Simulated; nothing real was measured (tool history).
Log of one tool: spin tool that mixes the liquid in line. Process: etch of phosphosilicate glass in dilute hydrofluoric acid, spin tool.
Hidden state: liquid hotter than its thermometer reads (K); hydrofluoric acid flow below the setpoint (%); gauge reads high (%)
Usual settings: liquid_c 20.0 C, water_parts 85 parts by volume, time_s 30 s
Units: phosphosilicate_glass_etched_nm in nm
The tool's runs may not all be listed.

run	hour	liquid_c	water_parts	time_s	wafers since the last listed run	hours since the thermometer was replaced	hours since the hydrofluoric acid flow meter was replaced	hours since the gauge calibration	read-back film thickness of the phosphosilicate glass reference wafer, read on the same gauge (nm)	phosphosilicate_glass_etched_nm
1	0.0	20.0	75	30	0	2219.3	691.1	205.2	70.02	45.19
2	11.8	20.0	85	30	186	2231.1	702.9	217.0	70.01	39.46
3	18.4	20.0	85	30	104	2237.7	709.5	223.6	69.99	39.71
4	35.2	20.0	85	30	265	2254.5	726.3	240.4	70.00	40.20
5	41.3	20.0	85	30	96	2260.6	732.4	246.5	70.01	38.96
6	53.8	18.0	85	30	197	2273.1	744.9	259.0	69.95	36.18
7	70.1	18.0	85	30	257	2289.4	761.2	275.3	69.98	36.20
8	78.8	18.0	85	30	137	2298.1	769.9	284.0	69.99	36.04
9	89.3	20.0	55	30	165	2308.6	780.4	294.5	69.98	63.73
10	97.0	20.0	55	30	121	2316.3	788.1	302.2	69.98	64.04
# hour 107.2: gauge calibrated
11	107.9	20.0	85	20	172	2327.2	799.0	0.7	69.98	25.95
12	121.4	20.0	85	20	213	2340.7	812.5	14.2	70.01	26.37
13	129.5	20.0	85	20	127	2348.8	820.6	22.3	70.03	26.43
# hour 132.2: hydrofluoric acid flow meter replaced
14	137.4	20.0	85	30	108	2356.7	5.2	30.2	69.96	40.44
15	175.9	24.0	110	15	607	2395.2	43.7	68.7	70.04	17.40
16	183.2	20.0	115	40	115	2402.5	51.0	76.0	69.97	38.03
17	197.5	25.0	85	35	225	2416.8	65.3	90.3	70.00	57.16
18	215.1	18.5	75	40	277	2434.4	82.9	107.9	69.96	56.13
# hour 220.6: thermometer replaced
19	228.0	20.0	85	30	187	7.4	95.8	120.8	69.99	39.52
20	239.0	21.5	125	30	173	18.4	106.8	131.8	69.98	27.18
21	245.0	20.0	85	30	94	24.4	112.8	137.8	70.05	39.00
22	260.2	20.0	95	35	239	39.6	128.0	153.0	70.00	40.33
23	267.3	20.0	55	50	112	46.7	135.1	160.1	69.99	105.33
24	276.2	17.0	115	25	140	55.6	144.0	169.0	70.01	20.26
25	285.9	20.0	55	50	153	65.3	153.7	178.7	70.01	104.39
26	292.0	20.0	85	30	96	71.4	159.8	184.8	70.02	39.66
27	330.6	17.0	50	25	609	110.0	198.4	223.4	69.99	51.39
28	345.5	20.0	85	30	235	124.9	213.3	238.3	69.98	39.82

Forecast each of these 4 alternatives for the next run:
A	345.9	20.0	85	30	6	125.3	213.7	238.7	?	?
B	345.9	25.0	85	45	6	125.3	213.7	238.7	?	?
C	345.9	22.0	65	25	6	125.3	213.7	238.7	?	?
D	345.9	20.0	100	30	6	125.3	213.7	238.7	?	?

run	read-back film thickness of the phosphosilicate glass reference wafer, read on the same gauge (nm)	phosphosilicate_glass_etched_nm
A	69.97	39.99
B	69.97	73.48
C	69.97	48.48
D	69.97	33.42
Without the tool's hidden state the same runs would have given:
run	phosphosilicate_glass_etched_nm
A	39.99
B	73.48
C	48.48
D	33.42
